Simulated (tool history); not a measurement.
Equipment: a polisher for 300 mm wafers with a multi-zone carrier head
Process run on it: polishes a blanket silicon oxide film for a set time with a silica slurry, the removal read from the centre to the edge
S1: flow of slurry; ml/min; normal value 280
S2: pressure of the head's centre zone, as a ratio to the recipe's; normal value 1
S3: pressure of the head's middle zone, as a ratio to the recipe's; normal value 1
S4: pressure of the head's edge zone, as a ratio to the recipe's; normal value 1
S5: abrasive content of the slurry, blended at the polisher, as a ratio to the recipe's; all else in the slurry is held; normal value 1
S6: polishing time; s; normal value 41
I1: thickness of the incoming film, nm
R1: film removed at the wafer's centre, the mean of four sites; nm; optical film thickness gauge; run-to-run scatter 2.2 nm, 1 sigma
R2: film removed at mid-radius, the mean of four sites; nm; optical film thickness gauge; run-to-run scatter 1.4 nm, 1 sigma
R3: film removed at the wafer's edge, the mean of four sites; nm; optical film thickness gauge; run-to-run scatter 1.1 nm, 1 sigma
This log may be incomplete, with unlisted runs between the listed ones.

{"run": 1, "day": 0.0, "S1": 280, "S2": 1, "S3": 1, "S4": 1, "S5": 0.85, "S6": 41, "I1": 1819.4, "R1": 126, "R2": 120.6, "R3": 121.9}
{"run": 2, "day": 2.254, "S1": 280, "S2": 1.04, "S3": 0.95, "S4": 1, "S5": 1, "S6": 41, "I1": 1781.3, "R1": 134.1, "R2": 118.9, "R3": 126.3}
{"day": 2.517, "done": "slurry nozzle cleaned"}
{"day": 3.271, "done": "carrier head's membrane replaced by a new one"}
{"run": 3, "day": 3.317, "S1": 280, "S2": 1.04, "S3": 0.95, "S4": 1, "S5": 1, "S6": 41, "I1": 1806.9, "R1": 126.5, "R2": 118.7, "R3": 123.7}
{"day": 4.888, "done": "worn pad replaced by a new one"}
{"run": 4, "day": 5.704, "S1": 215, "S2": 1, "S3": 1, "S4": 1, "S5": 1, "S6": 33, "I1": 1776.4, "R1": 117.2, "R2": 116.6, "R3": 116.3}
{"run": 5, "day": 7.717, "S1": 280, "S2": 1, "S3": 1, "S4": 1, "S5": 1, "S6": 41, "I1": 1814.3, "R1": 139.1, "R2": 142, "R3": 141}
{"run": 6, "day": 8.888, "S1": 280, "S2": 1.05, "S3": 1, "S4": 0.92, "S5": 1, "S6": 41, "I1": 1773.2, "R1": 141.3, "R2": 138, "R3": 133.8}
{"run": 7, "day": 11.292, "S1": 280, "S2": 1, "S3": 1, "S4": 1, "S5": 1, "S6": 41, "I1": 1799.5, "R1": 135.8, "R2": 136.9, "R3": 135.4}
{"day": 12.188, "done": "edge zone pressure recalibrated"}
{"run": 8, "day": 12.429, "S1": 280, "S2": 1, "S3": 1, "S4": 0.94, "S5": 0.75, "S6": 41, "I1": 1818.2, "R1": 119.8, "R2": 122.8, "R3": 118}
{"run": 9, "day": 14.808, "S1": 280, "S2": 1, "S3": 1, "S4": 1, "S5": 1, "S6": 41, "I1": 1791.9, "R1": 125.3, "R2": 128.6, "R3": 130.2}
{"run": 10, "day": 16.517, "S1": 280, "S2": 1, "S3": 1, "S4": 1, "S5": 1, "S6": 41, "I1": 1807, "R1": 123.3, "R2": 127.9, "R3": 126.6}
{"day": 17.383, "done": "slurry nozzle cleaned"}
{"run": 11, "day": 18.154, "S1": 200, "S2": 1, "S3": 1, "S4": 1.07, "S5": 1.3, "S6": 41, "I1": 1790, "R1": 130.2, "R2": 135.1, "R3": 138.5}
{"day": 19.038, "done": "worn pad replaced by a new one"}
{"run": 12, "day": 20.883, "S1": 305, "S2": 1, "S3": 0.89, "S4": 1, "S5": 1, "S6": 37, "I1": 1774.8, "R1": 121.1, "R2": 115.8, "R3": 125.6}
{"run": 13, "day": 22.9, "S1": 280, "S2": 1, "S3": 1, "S4": 1, "S5": 1, "S6": 41, "I1": 1817.1, "R1": 131.5, "R2": 136.8, "R3": 135.6}
{"run": 14, "day": 25.183, "S1": 280, "S2": 1, "S3": 1, "S4": 1.03, "S5": 1, "S6": 41, "I1": 1803.6, "R1": 128.2, "R2": 134, "R3": 134.1}
{"run": 15, "day": 26.479, "S1": 280, "S2": 0.92, "S3": 1, "S4": 1, "S5": 1, "S6": 41, "I1": 1781.7, "R1": 114.5, "R2": 132.3, "R3": 129.4}
{"run": 16, "day": 28.483, "S1": 280, "S2": 1.09, "S3": 1, "S4": 1, "S5": 1.15, "S6": 41, "I1": 1809.6, "R1": 139.1, "R2": 131.6, "R3": 131.3}
{"run": 17, "day": 29.829, "S1": 200, "S2": 1, "S3": 1.07, "S4": 1, "S5": 1, "S6": 41, "I1": 1772.3, "R1": 115.7, "R2": 129.8, "R3": 123}
{"day": 31.2, "done": "slurry nozzle cleaned"}
{"run": 18, "day": 31.604, "S1": 280, "S2": 0.92, "S3": 1, "S4": 1, "S5": 1, "S6": 41, "I1": 1788.8, "R1": 107, "R2": 122.7, "R3": 120.3}
{"day": 32.558, "done": "worn pad replaced by a new one"}
{"run": 19, "day": 34.654, "S1": 280, "S2": 1, "S3": 1, "S4": 1, "S5": 1, "S6": 41, "I1": 1785.9, "R1": 137.5, "R2": 146.2, "R3": 143.8}
{"run": 20, "day": 37.0, "S1": 280, "S2": 1, "S3": 1, "S4": 1, "S5": 1, "S6": 46, "I1": 1800.3, "R1": 143.2, "R2": 160.4, "R3": 155.9}

5 ways to go on from here, each from the tool as it stands after run 20. What would each give?
{"run": "A", "day": 37.017, "S1": 280, "S2": 1, "S3": 1, "S4": 1, "S5": 1, "S6": 41, "I1": 1782.9, "R1": "?", "R2": "?", "R3": "?"}
{"run": "B", "day": 37.017, "S1": 340, "S2": 1, "S3": 1.04, "S4": 1, "S5": 1, "S6": 47, "I1": 1782.9, "R1": "?", "R2": "?", "R3": "?"}
{"run": "C", "day": 37.017, "S1": 280, "S2": 1.05, "S3": 1, "S4": 1, "S5": 1, "S6": 41, "I1": 1782.9, "R1": "?", "R2": "?", "R3": "?"}
{"run": "D", "day": 37.017, "S1": 310, "S2": 1, "S3": 1, "S4": 1, "S5": 1, "S6": 41, "I1": 1782.9, "R1": "?", "R2": "?", "R3": "?"}
{"run": "E", "day": 37.017, "S1": 280, "S2": 1, "S3": 1.05, "S4": 0.96, "S5": 1.1, "S6": 35, "I1": 1782.9, "R1": "?", "R2": "?", "R3": "?"}

run=A R1=128.1 R2=141.3 R3=139.3
run=B R1=148.8 R2=169.4 R3=161.1
run=C R1=134.6 R2=141.3 R3=139.3
run=D R1=129 R2=142.2 R3=140
run=E R1=112.9 R2=129.8 R3=120.4
Stripped of hidden state, with their random variation kept, the same runs would have yielded:
run=A R1=145 R2=149 R3=147
run=B R1=168.5 R2=178.6 R3=169.9
run=C R1=152.3 R2=149 R3=147
run=D R1=146 R2=149.9 R3=147.7
run=E R1=127.9 R2=136.8 R3=127

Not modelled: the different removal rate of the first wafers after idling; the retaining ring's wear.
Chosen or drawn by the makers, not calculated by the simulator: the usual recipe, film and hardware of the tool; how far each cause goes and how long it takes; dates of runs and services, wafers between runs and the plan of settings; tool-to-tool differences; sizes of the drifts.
